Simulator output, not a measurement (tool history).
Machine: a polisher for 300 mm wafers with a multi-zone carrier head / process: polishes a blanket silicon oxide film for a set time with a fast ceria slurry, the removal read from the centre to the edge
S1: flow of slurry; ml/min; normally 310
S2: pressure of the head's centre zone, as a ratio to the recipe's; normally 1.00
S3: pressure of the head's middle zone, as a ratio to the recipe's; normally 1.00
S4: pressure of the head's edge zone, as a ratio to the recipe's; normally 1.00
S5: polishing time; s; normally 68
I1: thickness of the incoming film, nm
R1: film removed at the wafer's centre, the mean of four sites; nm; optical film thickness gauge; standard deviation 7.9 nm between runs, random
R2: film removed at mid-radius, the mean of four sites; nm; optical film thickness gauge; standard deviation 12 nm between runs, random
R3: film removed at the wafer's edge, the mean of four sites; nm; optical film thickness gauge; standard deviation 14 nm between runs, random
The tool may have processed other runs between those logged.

{"run": 1, "hour": 0.0, "S1": 310, "S2": 1.0, "S3": 0.94, "S4": 1.04, "S5": 68, "I1": 2806.5, "R1": 1029.0, "R2": 1003.3, "R3": 1121.6}
{"hour": 20.0, "done": "worn pad replaced by a new one"}
{"run": 2, "hour": 61.2, "S1": 310, "S2": 1.0, "S3": 0.94, "S4": 1.04, "S5": 68, "I1": 2791.8, "R1": 1056.9, "R2": 1024.8, "R3": 1150.2}
{"hour": 109.5, "done": "edge zone pressure recalibrated"}
{"run": 3, "hour": 264.0, "S1": 310, "S2": 1.0, "S3": 1.0, "S4": 1.0, "S5": 68, "I1": 2846.1, "R1": 1032.1, "R2": 1064.1, "R3": 1086.5}
{"hour": 343.4, "done": "worn pad replaced by a new one"}
{"run": 4, "hour": 557.9, "S1": 310, "S2": 1.0, "S3": 1.0, "S4": 1.0, "S5": 68, "I1": 2753.1, "R1": 999.2, "R2": 1052.0, "R3": 1092.8}
{"hour": 598.3, "done": "centre zone pressure recalibrated"}
{"run": 5, "hour": 598.8, "S1": 310, "S2": 1.0, "S3": 1.0, "S4": 1.0, "S5": 68, "I1": 2761.6, "R1": 1052.0, "R2": 1035.8, "R3": 1061.6}
{"hour": 623.4, "done": "slurry nozzle cleaned"}
{"run": 6, "hour": 689.1, "S1": 310, "S2": 1.0, "S3": 1.0, "S4": 1.0, "S5": 68, "I1": 2801.4, "R1": 1038.1, "R2": 1053.7, "R3": 1107.4}
{"hour": 694.3, "done": "edge zone pressure recalibrated"}
{"hour": 702.0, "done": "worn pad replaced by a new one"}
{"hour": 764.8, "done": "carrier head's membrane replaced by a new one"}
{"run": 7, "hour": 785.2, "S1": 310, "S2": 1.0, "S3": 1.0, "S4": 1.0, "S5": 68, "I1": 2800.9, "R1": 1066.7, "R2": 1086.2, "R3": 1092.3}
{"run": 8, "hour": 848.9, "S1": 310, "S2": 1.0, "S3": 1.0, "S4": 1.0, "S5": 68, "I1": 2726.7, "R1": 1078.7, "R2": 1069.9, "R3": 1122.6}
{"run": 9, "hour": 1081.8, "S1": 310, "S2": 1.0, "S3": 1.0, "S4": 1.0, "S5": 68, "I1": 2824.8, "R1": 1041.1, "R2": 1036.6, "R3": 1083.0}
{"hour": 1112.2, "done": "worn pad replaced by a new one"}
{"run": 10, "hour": 1149.6, "S1": 310, "S2": 1.0, "S3": 1.0, "S4": 1.0, "S5": 68, "I1": 2785.1, "R1": 1065.8, "R2": 1095.2, "R3": 1127.0}
{"run": 11, "hour": 1197.6, "S1": 310, "S2": 1.0, "S3": 1.0, "S4": 1.0, "S5": 68, "I1": 2791.4, "R1": 1053.2, "R2": 1084.5, "R3": 1094.1}
{"run": 12, "hour": 1293.1, "S1": 205, "S2": 1.0, "S3": 1.0, "S4": 1.0, "S5": 68, "I1": 2790.7, "R1": 992.4, "R2": 1018.2, "R3": 1057.2}
{"run": 13, "hour": 1381.8, "S1": 400, "S2": 0.96, "S3": 1.06, "S4": 0.89, "S5": 68, "I1": 2825.4, "R1": 1008.9, "R2": 1137.0, "R3": 1046.9}
{"hour": 1388.4, "done": "slurry nozzle cleaned"}
{"hour": 1392.1, "done": "edge zone pressure recalibrated"}
{"hour": 1429.1, "done": "worn pad replaced by a new one"}
{"run": 14, "hour": 1441.8, "S1": 310, "S2": 1.0, "S3": 0.94, "S4": 1.0, "S5": 68, "I1": 2766.1, "R1": 1050.9, "R2": 1036.4, "R3": 1109.0}
{"run": 15, "hour": 1485.2, "S1": 310, "S2": 1.05, "S3": 0.94, "S4": 1.08, "S5": 55, "I1": 2789.5, "R1": 880.0, "R2": 832.8, "R3": 946.3}
{"run": 16, "hour": 1541.2, "S1": 310, "S2": 1.0, "S3": 1.0, "S4": 1.0, "S5": 68, "I1": 2804.7, "R1": 1017.1, "R2": 1079.8, "R3": 1118.5}
{"run": 17, "hour": 1596.6, "S1": 205, "S2": 0.9, "S3": 1.07, "S4": 1.0, "S5": 68, "I1": 2771.5, "R1": 875.7, "R2": 1073.6, "R3": 1068.1}

Run 18 is up next; what results do you expect?
{"run": 18, "hour": 1653.0, "S1": 310, "S2": 1.03, "S3": 0.89, "S4": 1.0, "S5": 75, "I1": 2828.9, "R1": "?", "R2": "?", "R3": "?"}

R1: 1126.9 nm
R2: 1060.9 nm
R3: 1213.9 nm
With no hidden state in the tool, this same run would have given R1 1242.5 nm, R2 1110.2 nm, R3 1270.6 nm.
